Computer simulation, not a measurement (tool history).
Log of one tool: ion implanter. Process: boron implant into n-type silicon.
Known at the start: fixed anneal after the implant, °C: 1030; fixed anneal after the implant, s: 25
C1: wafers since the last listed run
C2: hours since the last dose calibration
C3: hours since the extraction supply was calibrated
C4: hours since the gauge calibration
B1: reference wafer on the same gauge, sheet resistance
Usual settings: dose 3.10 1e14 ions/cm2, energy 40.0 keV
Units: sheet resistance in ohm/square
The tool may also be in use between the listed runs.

Run 1, hour 0.0: usual settings; C1 0; C2 494.6; C3 3234.5; C4 271.7; B1 313.67. Result: sheet resistance 321.88 ohm/square.
Run 2, hour 39.9: usual settings; C1 324; C2 534.5; C3 3274.4; C4 311.6; B1 313.96. Result: sheet resistance 322.84 ohm/square.
Run 3, hour 77.7: usual settings; C1 307; C2 572.3; C3 3312.2; C4 349.4; B1 314.11. Result: sheet resistance 321.18 ohm/square.
Run 4, hour 127.6: usual settings but dose 2.81 1e14 ions/cm2, energy 45.0 keV; C1 406; C2 622.2; C3 3362.1; C4 399.3; B1 313.82. Result: sheet resistance 343.77 ohm/square.
Run 5, hour 152.6: usual settings but dose 3.58 1e14 ions/cm2, energy 29.5 keV; C1 203; C2 647.2; C3 3387.1; C4 424.3; B1 314.02. Result: sheet resistance 296.46 ohm/square.
Run 6, hour 232.2: usual settings but dose 3.58 1e14 ions/cm2, energy 29.5 keV; C1 648; C2 726.8; C3 3466.7; C4 503.9; B1 314.49. Result: sheet resistance 295.76 ohm/square.
Run 7, hour 264.1: usual settings but dose 3.58 1e14 ions/cm2, energy 29.5 keV; C1 259; C2 758.7; C3 3498.6; C4 535.8; B1 314.14. Result: sheet resistance 296.64 ohm/square.
At hour 292.6: extraction supply calibrated.
Run 8, hour 322.2: usual settings; C1 407; C2 816.8; C3 29.6; C4 593.9; B1 313.89. Result: sheet resistance 321.99 ohm/square.
Run 9, hour 379.8: usual settings; C1 469; C2 874.4; C3 87.2; C4 651.5; B1 314.11. Result: sheet resistance 322.45 ohm/square.
Run 10, hour 441.2: usual settings but energy 49.5 keV; C1 500; C2 935.8; C3 148.6; C4 712.9; B1 313.93. Result: sheet resistance 314.61 ohm/square.
At hour 451.0: Faraday cup replaced and dose calibrated.
Run 11, hour 466.8: usual settings but dose 2.38 1e14 ions/cm2, energy 52.0 keV; C1 143; C2 15.8; C3 174.2; C4 738.5; B1 314.24. Result: sheet resistance 384.39 ohm/square.
Run 12, hour 495.2: usual settings; C1 231; C2 44.2; C3 202.6; C4 766.9; B1 314.30. Result: sheet resistance 320.92 ohm/square.
Run 13, hour 523.2: usual settings but dose 2.60 1e14 ions/cm2, energy 46.5 keV; C1 228; C2 72.2; C3 230.6; C4 794.9; B1 314.11. Result: sheet resistance 363.21 ohm/square.
At hour 559.9: gauge calibrated.
Run 14, hour 579.6: usual settings but dose 2.31 1e14 ions/cm2, energy 44.5 keV; C1 459; C2 128.6; C3 287.0; C4 19.7; B1 314.00. Result: sheet resistance 399.08 ohm/square.
Run 15, hour 636.5: usual settings but dose 3.37 1e14 ions/cm2, energy 36.0 keV; C1 463; C2 185.5; C3 343.9; C4 76.6; B1 313.93. Result: sheet resistance 303.14 ohm/square.
Run 16, hour 663.5: usual settings but dose 3.89 1e14 ions/cm2, energy 31.0 keV; C1 219; C2 212.5; C3 370.9; C4 103.6; B1 314.08. Result: sheet resistance 275.15 ohm/square.
Run 17, hour 692.0: usual settings; C1 232; C2 241.0; C3 399.4; C4 132.1; B1 314.13. Result: sheet resistance 321.03 ohm/square.
Run 18, hour 729.0: usual settings but dose 2.38 1e14 ions/cm2, energy 36.5 keV; C1 301; C2 278.0; C3 436.4; C4 169.1; B1 313.88. Result: sheet resistance 400.45 ohm/square.

3 ways to go on from here, each from the tool as it stands after run 18. What would each give?
Run A, hour 729.4: usual settings but energy 51.0 keV; C1 3; C2 278.4; C3 436.8; C4 169.5; B1 ?. Result: sheet resistance ?.
Run B, hour 729.4: usual settings but dose 2.32 1e14 ions/cm2, energy 33.5 keV; C1 3; C2 278.4; C3 436.8; C4 169.5; B1 ?. Result: sheet resistance ?.
Run C, hour 729.4: usual settings but dose 3.78 1e14 ions/cm2; C1 3; C2 278.4; C3 436.8; C4 169.5; B1 ?. Result: sheet resistance ?.

run      B1  sheet resistance
  A  313.78            312.54
  B  313.78            413.85
  C  313.78            273.58
Without the tool's hidden state the same runs would have given:
run  sheet resistance
  A            312.54
  B            413.85
  C            273.58

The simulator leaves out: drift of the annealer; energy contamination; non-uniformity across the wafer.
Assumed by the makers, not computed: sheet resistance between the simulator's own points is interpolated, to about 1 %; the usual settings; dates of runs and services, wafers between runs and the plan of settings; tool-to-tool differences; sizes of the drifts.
